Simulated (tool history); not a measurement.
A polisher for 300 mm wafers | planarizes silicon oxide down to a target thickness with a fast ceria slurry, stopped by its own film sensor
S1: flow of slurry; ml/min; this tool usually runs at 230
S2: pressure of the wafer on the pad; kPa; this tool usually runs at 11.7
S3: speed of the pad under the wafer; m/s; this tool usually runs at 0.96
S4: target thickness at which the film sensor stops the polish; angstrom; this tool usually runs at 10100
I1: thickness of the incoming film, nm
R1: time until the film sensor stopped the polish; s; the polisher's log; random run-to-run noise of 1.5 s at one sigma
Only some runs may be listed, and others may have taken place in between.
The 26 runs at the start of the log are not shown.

{"hour": 371.3, "done": "worn pad replaced by a new one"}
{"run": 27, "hour": 383.5, "S1": 290, "S2": 11.7, "S3": 1.2, "S4": 10100, "I1": 1734.2, "R1": 67.5}
{"run": 28, "hour": 393.9, "S1": 275, "S2": 11.7, "S3": 1.16, "S4": 11800, "I1": 1741.1, "R1": 55.5}
{"run": 29, "hour": 405.9, "S1": 230, "S2": 11.7, "S3": 0.96, "S4": 10100, "I1": 1740.4, "R1": 87}
{"run": 30, "hour": 414.1, "S1": 230, "S2": 11.7, "S3": 0.66, "S4": 10100, "I1": 1705.8, "R1": 122.5}
{"run": 31, "hour": 452.2, "S1": 230, "S2": 11.7, "S3": 0.96, "S4": 10100, "I1": 1701.7, "R1": 83.4}
{"run": 32, "hour": 458.8, "S1": 300, "S2": 11.7, "S3": 1.14, "S4": 10100, "I1": 1727.6, "R1": 71.9}
{"run": 33, "hour": 468.2, "S1": 185, "S2": 10.3, "S3": 0.96, "S4": 10100, "I1": 1695.4, "R1": 92.7}
{"hour": 470.1, "done": "slurry nozzle cleaned"}
{"run": 34, "hour": 483.2, "S1": 230, "S2": 11.7, "S3": 0.96, "S4": 10100, "I1": 1694.6, "R1": 84}
{"run": 35, "hour": 499.9, "S1": 270, "S2": 9, "S3": 1.16, "S4": 8840, "I1": 1735.4, "R1": 107.4}
{"run": 36, "hour": 507.2, "S1": 230, "S2": 11.7, "S3": 0.96, "S4": 10100, "I1": 1701.9, "R1": 80.7}

Alternative continuations, all from the tool just after run 36; predict every row:
{"run": "A", "hour": 507.6, "S1": 305, "S2": 11.7, "S3": 0.96, "S4": 10100, "I1": 1710.2, "R1": "?"}
{"run": "B", "hour": 507.6, "S1": 230, "S2": 11.7, "S3": 0.96, "S4": 7720, "I1": 1710.2, "R1": "?"}
{"run": "C", "hour": 507.6, "S1": 210, "S2": 11.7, "S3": 0.96, "S4": 12270, "I1": 1710.2, "R1": "?"}
{"run": "D", "hour": 507.6, "S1": 265, "S2": 15.9, "S3": 1.2, "S4": 12110, "I1": 1710.2, "R1": "?"}
{"run": "E", "hour": 507.6, "S1": 195, "S2": 15.2, "S3": 1.06, "S4": 11160, "I1": 1710.2, "R1": "?"}

run=A R1=82
run=B R1=112
run=C R1=58.1
run=D R1=34.9
run=E R1=50.2
Without the tool's unlogged condition, the same runs would have read:
run=A R1=82
run=B R1=112
run=C R1=58.1
run=D R1=34.9
run=E R1=50.2
